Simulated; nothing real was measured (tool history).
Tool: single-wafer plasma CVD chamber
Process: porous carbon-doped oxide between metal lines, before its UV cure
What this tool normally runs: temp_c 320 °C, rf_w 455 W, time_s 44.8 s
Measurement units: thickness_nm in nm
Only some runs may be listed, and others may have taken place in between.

run,hour,temp_c,rf_w,time_s,wafers since the last listed run,hours since the last thermocouple change,hours since the last RF generator calibration,hours since the showerhead was replaced,hours since the gauge calibration,"read-back reference wafer on the same gauge, thickness_nm",thickness_nm
1,0,320,455,44.8,0,951.7,1681.6,5156.2,54.8,216.959,189.096
2,16.8,320,455,44.8,428,968.5,1698.4,5173,71.6,217.003,188.21
3,45.9,320,455,44.8,741,997.6,1727.5,5202.1,100.7,217.013,188.771
4,70.1,320,455,44.8,616,1021.8,1751.7,5226.3,124.9,216.877,187.249
5,91.8,320,455,44.8,553,1043.5,1773.4,5248,146.6,217,187.666
6,108,320,455,44.8,412,1059.7,1789.6,5264.2,162.8,217.091,187.311
# hour 122.4: showerhead replaced
# hour 130.7: thermocouple changed; heater temperature recalibrated
7,131.2,320,455,44.8,183,0.5,1812.8,8.8,186,216.997,187.585
8,142.3,320,455,44.8,282,11.6,1823.9,19.9,197.1,217.114,187.197
# hour 164.7: RF generator calibrated
9,171.8,320,455,44.8,548,41.1,7.1,49.4,226.6,217.04,178.033
10,205.6,314,455,40.2,861,74.9,40.9,83.2,260.4,216.936,165.332
# hour 259.7: RF generator calibrated, repeated, since the last time left the tool worse
11,292.6,309,455,44.8,2013,161.9,32.9,170.2,347.4,216.88,205.933
# hour 310.7: gauge calibrated
12,312.9,316,385,53.2,517,182.2,53.2,190.5,2.2,217.063,205.021
13,339.8,320,455,44.8,685,209.1,80.1,217.4,29.1,216.946,195.687
14,369,320,455,44.8,744,238.3,109.3,246.6,58.3,217,196.202
15,387.2,320,455,38,463,256.5,127.5,264.8,76.5,216.96,166.468
16,406.1,310,375,39.9,481,275.4,146.4,283.7,95.4,216.976,155.782

A few steps of thickness_nm between consecutive runs. Split each: what settings, incoming material and random variation would produce without the hidden state, and what is left over for the hidden state, along with gauge scatter present in only one of the two compared results (measured, and without hidden state):
Hidden state present: wafer temperature above the value expected at the setpoint (K); delivered RF power above the setpoint (%); gauge reads high (%).
Run 10 -> 11: temp_c 314 -> 309, time_s 40.2 -> 44.8, RF generator calibrated, repeated, since the last time left the tool worse. thickness_nm +40.601 nm: hidden state +16.214, all else +24.387.
